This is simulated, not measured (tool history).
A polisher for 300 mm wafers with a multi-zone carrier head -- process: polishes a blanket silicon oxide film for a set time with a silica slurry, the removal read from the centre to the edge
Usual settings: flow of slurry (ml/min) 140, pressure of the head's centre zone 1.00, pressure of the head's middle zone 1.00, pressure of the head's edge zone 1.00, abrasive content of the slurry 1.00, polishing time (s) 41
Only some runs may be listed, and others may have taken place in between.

run	hour	flow of slurry (ml/min)	pressure of the head's centre zone	pressure of the head's middle zone	pressure of the head's edge zone	abrasive content of the slurry	polishing time (s)	incoming thickness of the incoming film, nm	film removed at the wafer's centre (Å)	film removed at mid-radius (Å)	film removed at the wafer's edge (Å)
1	0.0	140	1.00	1.00	1.04	1.00	41	1515.4	846	853	918
2	19.2	140	0.94	1.00	1.00	1.00	41	1510.1	784	852	905
# hour 23.5: worn pad replaced by a new one
# hour 56.8: centre zone pressure recalibrated
3	64.2	140	1.00	1.00	1.00	1.00	41	1507.4	840	859	896
4	82.1	140	1.00	1.00	1.00	1.00	41	1486.0	823	848	878
5	105.4	140	1.00	1.00	0.97	1.00	41	1477.3	831	841	868
6	128.0	180	1.00	1.00	1.00	1.00	41	1505.7	886	895	931
7	150.7	140	0.94	0.91	1.09	1.00	41	1504.6	775	780	924
8	169.9	155	1.07	1.11	1.11	1.00	41	1487.0	904	935	947
# hour 194.1: worn pad replaced by a new one
9	203.8	185	1.00	1.00	0.96	1.00	41	1475.1	887	902	913
10	226.6	170	1.00	1.00	1.00	1.00	32	1512.7	676	674	704
11	259.2	140	1.00	1.00	1.00	1.00	41	1516.5	818	831	877
12	282.5	140	1.00	1.00	1.06	1.30	41	1500.0	909	929	1010
13	299.2	140	1.03	1.00	1.00	0.70	46	1515.1	756	745	784
# hour 308.2: slurry nozzle cleaned
# hour 330.4: carrier head's membrane replaced by a new one
# hour 331.9: edge zone pressure recalibrated
14	332.4	140	1.00	1.00	1.00	1.00	41	1501.9	853	875	898
15	348.7	140	1.00	0.91	1.00	1.00	45	1487.2	951	891	1007
16	372.2	140	1.00	1.00	1.00	1.00	41	1521.3	861	869	913
# hour 382.2: worn pad replaced by a new one
17	397.9	140	1.11	1.00	1.00	1.00	41	1493.7	944	871	920
18	415.6	140	1.00	1.00	1.00	1.00	54	1488.0	1115	1144	1192
19	445.5	140	0.91	1.00	1.00	1.00	41	1510.8	781	868	911
20	476.1	140	1.00	1.00	1.00	1.00	27	1511.7	567	566	599
21	496.4	140	1.00	1.00	1.00	1.25	41	1471.9	943	962	991
22	525.9	140	0.89	1.00	0.95	1.00	41	1518.9	772	865	885

For run 23, what comes out?
23	556.7	140	1.00	1.00	1.00	1.25	36	1496.4	?	?	?

film removed at the wafer's centre (Å): 836
film removed at mid-radius (Å): 844
film removed at the wafer's edge (Å): 878
Minus the tool's unlogged condition, the same run would have read film removed at the wafer's centre (Å) 841, film removed at mid-radius (Å) 848, film removed at the wafer's edge (Å) 881.

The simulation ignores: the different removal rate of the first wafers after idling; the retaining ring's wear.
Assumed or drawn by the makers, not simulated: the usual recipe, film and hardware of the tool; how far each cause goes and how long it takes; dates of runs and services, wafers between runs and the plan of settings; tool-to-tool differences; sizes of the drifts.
